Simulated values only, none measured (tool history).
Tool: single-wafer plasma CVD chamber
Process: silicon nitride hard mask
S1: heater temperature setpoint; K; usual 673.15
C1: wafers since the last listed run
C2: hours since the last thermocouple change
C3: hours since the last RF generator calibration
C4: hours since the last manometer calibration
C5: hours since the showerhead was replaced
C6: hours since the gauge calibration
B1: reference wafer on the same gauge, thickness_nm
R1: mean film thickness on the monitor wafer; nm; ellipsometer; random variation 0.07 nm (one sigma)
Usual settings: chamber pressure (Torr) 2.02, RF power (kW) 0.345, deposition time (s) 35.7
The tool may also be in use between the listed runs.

{"run": 1, "hour": 0.0, "S1": 673.15, "chamber pressure (Torr)": 1.85, "RF power (kW)": 0.345, "deposition time (s)": 39.5, "C1": 0, "C2": 1978.3, "C3": 1295.1, "C4": 1688.1, "C5": 2957.7, "C6": 150, "B1": 54.899, "R1": 48.119}
{"run": 2, "hour": 25.3, "S1": 673.15, "chamber pressure (Torr)": 2.02, "RF power (kW)": 0.345, "deposition time (s)": 35.7, "C1": 838, "C2": 2003.6, "C3": 1320.4, "C4": 1713.4, "C5": 2983, "C6": 175.3, "B1": 54.925, "R1": 45.209}
{"run": 3, "hour": 36.1, "S1": 673.15, "chamber pressure (Torr)": 2.02, "RF power (kW)": 0.345, "deposition time (s)": 35.7, "C1": 358, "C2": 2014.4, "C3": 1331.2, "C4": 1724.2, "C5": 2993.8, "C6": 186.1, "B1": 54.893, "R1": 45.207}
{"run": 4, "hour": 50.0, "S1": 673.15, "chamber pressure (Torr)": 2.02, "RF power (kW)": 0.345, "deposition time (s)": 35.7, "C1": 460, "C2": 2028.3, "C3": 1345.1, "C4": 1738.1, "C5": 3007.7, "C6": 200, "B1": 54.896, "R1": 45.247}
{"run": 5, "hour": 58.2, "S1": 673.15, "chamber pressure (Torr)": 2.02, "RF power (kW)": 0.345, "deposition time (s)": 35.7, "C1": 271, "C2": 2036.5, "C3": 1353.3, "C4": 1746.3, "C5": 3015.9, "C6": 208.2, "B1": 54.911, "R1": 45.017}
{"hour": 59.7, "done": "gauge calibrated"}
{"run": 6, "hour": 75.8, "S1": 673.15, "chamber pressure (Torr)": 2.02, "RF power (kW)": 0.345, "deposition time (s)": 35.7, "C1": 583, "C2": 2054.1, "C3": 1370.9, "C4": 1763.9, "C5": 3033.5, "C6": 16.1, "B1": 54.909, "R1": 45.059}
{"run": 7, "hour": 87.1, "S1": 673.15, "chamber pressure (Torr)": 2.02, "RF power (kW)": 0.345, "deposition time (s)": 35.7, "C1": 374, "C2": 2065.4, "C3": 1382.2, "C4": 1775.2, "C5": 3044.8, "C6": 27.4, "B1": 54.906, "R1": 45.07}
{"run": 8, "hour": 95.7, "S1": 673.15, "chamber pressure (Torr)": 2.02, "RF power (kW)": 0.345, "deposition time (s)": 35.7, "C1": 285, "C2": 2074, "C3": 1390.8, "C4": 1783.8, "C5": 3053.4, "C6": 36, "B1": 54.909, "R1": 45.171}
{"run": 9, "hour": 104.3, "S1": 673.15, "chamber pressure (Torr)": 2.02, "RF power (kW)": 0.345, "deposition time (s)": 35.7, "C1": 285, "C2": 2082.6, "C3": 1399.4, "C4": 1792.4, "C5": 3062, "C6": 44.6, "B1": 54.904, "R1": 45.148}
{"hour": 134.9, "done": "RF generator calibrated"}
{"run": 10, "hour": 135.4, "S1": 673.15, "chamber pressure (Torr)": 2.02, "RF power (kW)": 0.345, "deposition time (s)": 35.7, "C1": 766, "C2": 2113.7, "C3": 0.5, "C4": 1823.5, "C5": 3093.1, "C6": 75.7, "B1": 54.904, "R1": 48.67}
{"run": 11, "hour": 138.4, "S1": 673.15, "chamber pressure (Torr)": 2.02, "RF power (kW)": 0.345, "deposition time (s)": 35.7, "C1": 99, "C2": 2116.7, "C3": 3.5, "C4": 1826.5, "C5": 3096.1, "C6": 78.7, "B1": 54.888, "R1": 48.682}
{"run": 12, "hour": 144.5, "S1": 673.15, "chamber pressure (Torr)": 2.02, "RF power (kW)": 0.395, "deposition time (s)": 35.7, "C1": 202, "C2": 2122.8, "C3": 9.6, "C4": 1832.6, "C5": 3102.2, "C6": 84.8, "B1": 54.919, "R1": 53.153}
{"run": 13, "hour": 154.9, "S1": 673.15, "chamber pressure (Torr)": 2.02, "RF power (kW)": 0.395, "deposition time (s)": 35.7, "C1": 344, "C2": 2133.2, "C3": 20, "C4": 1843, "C5": 3112.6, "C6": 95.2, "B1": 54.903, "R1": 53.12}
{"hour": 166.0, "done": "capacitance manometer re-zeroed and calibrated"}
{"run": 14, "hour": 166.5, "S1": 686.15, "chamber pressure (Torr)": 2.02, "RF power (kW)": 0.295, "deposition time (s)": 35.7, "C1": 119, "C2": 2144.8, "C3": 31.6, "C4": 0.5, "C5": 3124.2, "C6": 106.8, "B1": 54.899, "R1": 41.618}
{"run": 15, "hour": 171.7, "S1": 673.15, "chamber pressure (Torr)": 2.02, "RF power (kW)": 0.345, "deposition time (s)": 40.8, "C1": 172, "C2": 2150, "C3": 36.8, "C4": 5.7, "C5": 3129.4, "C6": 112, "B1": 54.897, "R1": 53.574}
{"run": 16, "hour": 179.3, "S1": 673.15, "chamber pressure (Torr)": 2.02, "RF power (kW)": 0.395, "deposition time (s)": 35.7, "C1": 252, "C2": 2157.6, "C3": 44.4, "C4": 13.3, "C5": 3137, "C6": 119.6, "B1": 54.889, "R1": 51.327}
{"hour": 234.2, "done": "showerhead replaced"}
{"run": 17, "hour": 234.7, "S1": 667.15, "chamber pressure (Torr)": 1.54, "RF power (kW)": 0.315, "deposition time (s)": 38.8, "C1": 1571, "C2": 2213, "C3": 99.8, "C4": 68.7, "C5": 0.5, "C6": 175, "B1": 54.908, "R1": 41.441}
{"run": 18, "hour": 243.1, "S1": 673.15, "chamber pressure (Torr)": 2.02, "RF power (kW)": 0.345, "deposition time (s)": 35.7, "C1": 278, "C2": 2221.4, "C3": 108.2, "C4": 77.1, "C5": 8.9, "C6": 183.4, "B1": 54.891, "R1": 46.534}
{"run": 19, "hour": 252.9, "S1": 665.15, "chamber pressure (Torr)": 1.7, "RF power (kW)": 0.39, "deposition time (s)": 40.8, "C1": 324, "C2": 2231.2, "C3": 118, "C4": 86.9, "C5": 18.7, "C6": 193.2, "B1": 54.902, "R1": 53.385}
{"run": 20, "hour": 268.0, "S1": 659.15, "chamber pressure (Torr)": 2.32, "RF power (kW)": 0.345, "deposition time (s)": 35.7, "C1": 500, "C2": 2246.3, "C3": 133.1, "C4": 102, "C5": 33.8, "C6": 208.3, "B1": 54.886, "R1": 49.34}
{"hour": 277.5, "done": "gauge calibrated"}
{"run": 21, "hour": 280.2, "S1": 673.15, "chamber pressure (Torr)": 2.02, "RF power (kW)": 0.345, "deposition time (s)": 35.7, "C1": 404, "C2": 2258.5, "C3": 145.3, "C4": 114.2, "C5": 46, "C6": 2.7, "B1": 54.902, "R1": 46.49}
{"run": 22, "hour": 287.7, "S1": 673.15, "chamber pressure (Torr)": 2.02, "RF power (kW)": 0.345, "deposition time (s)": 35.7, "C1": 248, "C2": 2266, "C3": 152.8, "C4": 121.7, "C5": 53.5, "C6": 10.2, "B1": 54.897, "R1": 46.471}
{"hour": 307.3, "done": "thermocouple changed; heater temperature recalibrated"}
{"run": 23, "hour": 307.8, "S1": 661.15, "chamber pressure (Torr)": 2.02, "RF power (kW)": 0.345, "deposition time (s)": 35.7, "C1": 401, "C2": 0.5, "C3": 172.9, "C4": 141.8, "C5": 73.6, "C6": 30.3, "B1": 54.883, "R1": 46.606}
{"run": 24, "hour": 358.9, "S1": 667.15, "chamber pressure (Torr)": 2.02, "RF power (kW)": 0.345, "deposition time (s)": 28.7, "C1": 1694, "C2": 51.6, "C3": 224, "C4": 192.9, "C5": 124.7, "C6": 81.4, "B1": 54.891, "R1": 37.308}
{"run": 25, "hour": 370.2, "S1": 673.15, "chamber pressure (Torr)": 2.36, "RF power (kW)": 0.395, "deposition time (s)": 31.7, "C1": 374, "C2": 62.9, "C3": 235.3, "C4": 204.2, "C5": 136, "C6": 92.7, "B1": 54.912, "R1": 47.678}
{"run": 26, "hour": 377.0, "S1": 673.15, "chamber pressure (Torr)": 2.28, "RF power (kW)": 0.345, "deposition time (s)": 35.7, "C1": 225, "C2": 69.7, "C3": 242.1, "C4": 211, "C5": 142.8, "C6": 99.5, "B1": 54.889, "R1": 48.343}
{"run": 27, "hour": 385.1, "S1": 682.15, "chamber pressure (Torr)": 2.02, "RF power (kW)": 0.345, "deposition time (s)": 35.7, "C1": 268, "C2": 77.8, "C3": 250.2, "C4": 219.1, "C5": 150.9, "C6": 107.6, "B1": 54.903, "R1": 45.843}

Forecast each of these 4 alternatives for the next run:
{"run": "A", "hour": 385.5, "S1": 673.15, "chamber pressure (Torr)": 2.02, "RF power (kW)": 0.325, "deposition time (s)": 35.7, "C1": 13, "C2": 78.2, "C3": 250.6, "C4": 219.5, "C5": 151.3, "C6": 108, "B1": "?", "R1": "?"}
{"run": "B", "hour": 385.5, "S1": 673.15, "chamber pressure (Torr)": 2.36, "RF power (kW)": 0.345, "deposition time (s)": 35.7, "C1": 13, "C2": 78.2, "C3": 250.6, "C4": 219.5, "C5": 151.3, "C6": 108, "B1": "?", "R1": "?"}
{"run": "C", "hour": 385.5, "S1": 681.15, "chamber pressure (Torr)": 2.4, "RF power (kW)": 0.345, "deposition time (s)": 35.7, "C1": 13, "C2": 78.2, "C3": 250.6, "C4": 219.5, "C5": 151.3, "C6": 108, "B1": "?", "R1": "?"}
{"run": "D", "hour": 385.5, "S1": 660.15, "chamber pressure (Torr)": 2.5, "RF power (kW)": 0.285, "deposition time (s)": 35.7, "C1": 13, "C2": 78.2, "C3": 250.6, "C4": 219.5, "C5": 151.3, "C6": 108, "B1": "?", "R1": "?"}

run=A B1=54.897 R1=44.094
run=B B1=54.897 R1=48.799
run=C B1=54.897 R1=48.876
run=D B1=54.897 R1=43.482
Without the tool's hidden state the same runs would have given:
run=A R1=45.024
run=B R1=49.801
run=C R1=49.88
run=D R1=44.473
